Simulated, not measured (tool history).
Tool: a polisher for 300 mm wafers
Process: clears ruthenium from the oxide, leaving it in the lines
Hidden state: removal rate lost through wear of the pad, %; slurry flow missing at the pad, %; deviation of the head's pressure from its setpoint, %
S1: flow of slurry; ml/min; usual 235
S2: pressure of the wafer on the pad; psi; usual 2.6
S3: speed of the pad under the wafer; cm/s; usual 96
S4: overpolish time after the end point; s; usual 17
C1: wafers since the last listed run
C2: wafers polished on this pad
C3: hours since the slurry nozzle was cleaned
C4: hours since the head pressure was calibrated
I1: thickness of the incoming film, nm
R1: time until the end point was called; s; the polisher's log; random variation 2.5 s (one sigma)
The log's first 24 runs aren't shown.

run	hour	S1	S2	S3	S4	C1	C2	C3	C4	I1	R1
25	283.4	265	2.0	96	14	66	141	104.3	80.2	170.0	157.1
26	297.3	185	3.3	72	9	99	241	118.2	94.1	168.5	122.0
27	305.2	210	1.8	70	23	56	298	126.1	102.0	167.9	205.3
28	317.6	235	2.6	124	10	89	387	138.5	114.4	172.3	101.7
29	334.2	235	3.5	96	23	119	506	155.1	131.0	168.4	95.8
30	342.5	175	2.3	96	23	59	566	163.4	139.3	166.9	139.5
31	358.7	180	2.1	120	10	116	683	179.6	155.5	170.2	131.7
32	377.8	235	2.6	96	17	137	820	198.7	174.6	172.7	123.0
33	389.8	235	2.6	96	17	86	906	210.7	186.6	166.9	121.1
34	406.3	235	2.6	96	12	118	1025	227.2	203.1	168.9	117.4
35	417.2	235	2.6	96	17	78	1103	238.1	214.0	172.6	127.1
# hour 422.5: worn pad replaced by a new one
36	460.4	235	2.6	96	17	282	272	281.3	257.2	167.5	118.9
37	469.3	270	2.0	96	12	64	336	290.2	266.1	169.9	148.1

4 ways to go on from here, each from the tool as it stands after run 37. What would each give?
A	469.8	235	2.6	96	17	3	340	290.7	266.6	169.3	?
B	469.8	210	2.6	96	17	3	340	290.7	266.6	169.3	?
C	469.8	315	3.0	116	8	3	340	290.7	266.6	169.3	?
D	469.8	235	2.0	122	10	3	340	290.7	266.6	169.3	?

run	R1
A	122.5
B	124.4
C	92.1
D	130.3
Without the tool's hidden state the same runs would have given:
run	R1
A	132.4
B	134.4
C	99.5
D	140.8

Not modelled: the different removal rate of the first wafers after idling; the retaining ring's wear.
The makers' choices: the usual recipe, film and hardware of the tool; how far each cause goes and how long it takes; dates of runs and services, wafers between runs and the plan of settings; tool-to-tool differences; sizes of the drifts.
